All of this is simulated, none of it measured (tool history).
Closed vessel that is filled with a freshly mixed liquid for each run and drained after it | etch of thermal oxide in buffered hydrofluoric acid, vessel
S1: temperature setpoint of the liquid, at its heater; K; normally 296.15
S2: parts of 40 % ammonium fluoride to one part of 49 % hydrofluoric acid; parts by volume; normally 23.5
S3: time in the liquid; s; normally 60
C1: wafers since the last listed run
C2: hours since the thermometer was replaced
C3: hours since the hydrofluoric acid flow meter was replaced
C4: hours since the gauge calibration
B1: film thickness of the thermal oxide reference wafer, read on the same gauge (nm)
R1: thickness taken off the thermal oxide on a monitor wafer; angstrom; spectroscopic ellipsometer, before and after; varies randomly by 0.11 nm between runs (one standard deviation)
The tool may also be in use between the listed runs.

run 1 day=0 | S1=298.65 S2=23.5 S3=60 | C1=0 C2=1446.3 C3=2089.7 C4=104.5 | B1=59.97 | R1=364.2
run 2 day=0.938 | S1=298.65 S2=23.5 S3=60 | C1=3101 C2=1468.8 C3=2112.2 C4=127 | B1=60.02 | R1=361.3
run 3 day=2.488 | S1=298.65 S2=23.5 S3=60 | C1=5127 C2=1506 C3=2149.4 C4=164.2 | B1=60.02 | R1=363.8
-- day=4.167 hydrofluoric acid flow meter replaced
run 4 day=4.283 | S1=296.15 S2=23.5 S3=60 | C1=5802 C2=1549.1 C3=2.8 C4=207.3 | B1=59.98 | R1=289.2
-- day=4.692 gauge calibrated
run 5 day=4.975 | S1=296.15 S2=23.5 S3=60 | C1=2287 C2=1565.7 C3=19.4 C4=6.8 | B1=59.99 | R1=288.1
run 6 day=5.717 | S1=296.15 S2=23.5 S3=60 | C1=2453 C2=1583.5 C3=37.2 C4=24.6 | B1=60.03 | R1=291.2
run 7 day=6.125 | S1=296.15 S2=23.5 S3=60 | C1=1350 C2=1593.3 C3=47 C4=34.4 | B1=59.98 | R1=292.5
run 8 day=6.858 | S1=296.15 S2=23.5 S3=60 | C1=2425 C2=1610.9 C3=64.6 C4=52 | B1=59.98 | R1=291.8
run 9 day=7.321 | S1=296.15 S2=23.5 S3=60 | C1=1529 C2=1622 C3=75.7 C4=63.1 | B1=60.02 | R1=291.5
run 10 day=7.812 | S1=299.65 S2=18 S3=90 | C1=1626 C2=1633.8 C3=87.5 C4=74.9 | B1=60.02 | R1=656.7
run 11 day=8.258 | S1=296.15 S2=14 S3=90 | C1=1474 C2=1644.5 C3=98.2 C4=85.6 | B1=60.01 | R1=697.2
-- day=8.421 thermometer replaced
run 12 day=8.946 | S1=296.15 S2=23.5 S3=60 | C1=2136 C2=12.6 C3=114.7 C4=102.1 | B1=59.98 | R1=291.4
run 13 day=9.512 | S1=296.15 S2=23.5 S3=75 | C1=1874 C2=26.2 C3=128.3 C4=115.7 | B1=60.02 | R1=367.6
run 14 day=10.062 | S1=298.65 S2=23.5 S3=60 | C1=1819 C2=39.4 C3=141.5 C4=128.9 | B1=60.02 | R1=332.4
run 15 day=10.392 | S1=296.15 S2=30 S3=80 | C1=1088 C2=47.3 C3=149.4 C4=136.8 | B1=60 | R1=330.2
run 16 day=10.908 | S1=296.15 S2=23.5 S3=60 | C1=1709 C2=59.7 C3=161.8 C4=149.2 | B1=60 | R1=292.8
-- day=12.238 gauge calibrated
run 17 day=12.821 | S1=300.15 S2=17 S3=90 | C1=6326 C2=105.6 C3=207.7 C4=14 | B1=60.01 | R1=718.9
run 18 day=13.404 | S1=296.15 S2=27 S3=40 | C1=1929 C2=119.6 C3=221.7 C4=28 | B1=60 | R1=177.8

Hidden condition of the tool, last listed run before each entry between runs versus first listed run after:
From run 3 to run 4: hydrofluoric acid flow meter replaced (day 4.167)
  hydrofluoric acid flow above the setpoint (%): 13.7 -> 0.137
  measured less the result without the state, R1: +30.7 -> +0.2 angstrom
From run 4 to run 5: gauge calibrated (day 4.692)
  hydrofluoric acid flow above the setpoint (%): 0.137 -> 0.238
  measured less the result without the state, R1: +0.2 -> +0.5 angstrom
From run 11 to run 12: thermometer replaced (day 8.421)
  hydrofluoric acid flow above the setpoint (%): 0.717 -> 0.817
  measured less the result without the state, R1: +4.9 -> +1.6 angstrom
From run 16 to run 17: gauge calibrated (day 12.238)
  hydrofluoric acid flow above the setpoint (%): 1.1 -> 1.38
  measured less the result without the state, R1: +2.2 -> +9.7 angstrom
